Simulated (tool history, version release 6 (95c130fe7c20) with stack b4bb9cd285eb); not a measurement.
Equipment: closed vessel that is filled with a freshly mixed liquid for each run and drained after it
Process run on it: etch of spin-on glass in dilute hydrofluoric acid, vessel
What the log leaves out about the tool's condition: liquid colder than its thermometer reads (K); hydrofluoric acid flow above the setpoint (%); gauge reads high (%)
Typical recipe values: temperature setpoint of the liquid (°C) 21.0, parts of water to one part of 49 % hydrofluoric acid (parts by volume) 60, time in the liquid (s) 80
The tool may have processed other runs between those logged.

run,day,temperature setpoint of the liquid (°C),parts of water to one part of 49 % hydrofluoric acid (parts by volume),time in the liquid (s),wafers since the last listed run,hours since the thermometer was replaced,hours since the hydrofluoric acid flow meter was replaced,hours since the gauge calibration,"read-back film thickness of the spin-on glass reference wafer, read on the same gauge (nm)",thickness taken off the spin-on glass on a monitor wafer (angstrom)
1,0.000,21.0,75,80,0,1595.6,1473.7,1179.3,109.99,434.0
2,2.488,18.5,60,80,7116,1655.3,1533.4,1239.0,110.01,494.4
# day 3.404: thermometer replaced
3,4.583,18.5,60,80,5876,28.3,1583.7,1289.3,110.02,514.6
4,6.700,21.0,60,80,6055,79.1,1634.5,1340.1,110.03,574.3
# day 7.508: hydrofluoric acid flow meter replaced
5,8.662,21.0,45,80,5495,126.2,27.7,1387.2,109.99,744.5
6,10.992,21.0,60,45,6663,182.1,83.6,1443.1,110.00,309.8
7,12.529,21.0,60,80,4398,219.0,120.5,1480.0,110.00,558.4
8,15.362,21.0,60,80,8106,287.0,188.5,1548.0,109.99,551.1
9,17.892,21.0,60,50,7235,347.7,249.2,1608.7,109.99,343.9
10,19.800,21.0,60,50,5459,393.5,295.0,1654.5,110.01,349.0
11,21.367,21.0,60,50,4482,431.1,332.6,1692.1,110.02,344.3
12,24.925,21.0,60,80,10180,516.5,418.0,1777.5,109.99,554.8
13,28.017,21.0,60,80,8845,590.7,492.2,1851.7,109.98,554.3
14,32.488,21.0,60,80,12790,698.0,599.5,1959.0,109.99,553.2
15,34.292,22.5,60,80,5161,741.3,642.8,2002.3,109.99,589.8
16,37.550,21.0,60,80,9322,819.5,721.0,2080.5,109.99,558.1
17,40.292,21.0,60,80,7843,885.3,786.8,2146.3,110.02,547.6
18,42.896,24.0,60,120,7450,947.8,849.3,2208.8,109.99,940.4
19,45.183,17.0,70,105,6544,1002.7,904.2,2263.7,110.00,518.7
20,49.629,24.0,70,80,12719,1109.4,1010.9,2370.4,110.04,537.7
21,52.338,18.5,60,80,7748,1174.4,1075.9,2435.4,110.01,491.5
22,54.567,21.0,60,80,6377,1227.9,1129.4,2488.9,109.99,554.0
# day 57.512: gauge calibrated
23,58.462,21.0,60,80,11145,1321.4,1222.9,22.8,110.00,545.0
24,61.946,25.0,45,125,9965,1405.0,1306.5,106.4,110.00,1392.3
# day 65.525: hydrofluoric acid flow meter replaced
25,65.546,17.0,60,80,10180,1491.4,0.5,192.8,109.99,437.7
# day 65.650: thermometer replaced
26,71.529,21.0,60,80,16998,141.1,144.1,336.4,109.98,557.4
27,74.133,23.0,60,65,7450,203.6,206.6,398.9,110.01,495.5
28,76.371,21.0,70,80,6401,257.3,260.3,452.6,110.01,478.4
29,80.800,23.0,60,50,12671,363.6,366.6,558.9,109.97,380.6
30,83.379,25.0,60,80,7378,425.5,428.5,620.8,110.02,658.6
31,87.621,21.0,60,80,12135,527.3,530.3,722.6,109.99,556.4
32,91.404,19.5,60,80,10824,618.1,621.1,813.4,109.96,519.0

Consider 5 possible next runs. They are alternatives, not a sequence: every one starts from the tool as it was left by run 32. What does each give?
A,91.433,21.0,60,80,83,618.8,621.8,814.1,?,?
B,91.433,17.5,45,130,83,618.8,621.8,814.1,?,?
C,91.433,21.0,75,130,83,618.8,621.8,814.1,?,?
D,91.433,24.5,75,65,83,618.8,621.8,814.1,?,?
E,91.433,18.5,50,80,83,618.8,621.8,814.1,?,?

run,"read-back film thickness of the spin-on glass reference wafer, read on the same gauge (nm)",thickness taken off the spin-on glass on a monitor wafer (angstrom)
A,110.00,554.4
B,110.00,1051.8
C,110.00,708.2
D,110.00,408.7
E,110.00,605.0
Without the tool's unlogged condition, the same runs would have read:
run,thickness taken off the spin-on glass on a monitor wafer (angstrom)
A,557.0
B,1057.9
C,711.1
D,410.1
E,608.3
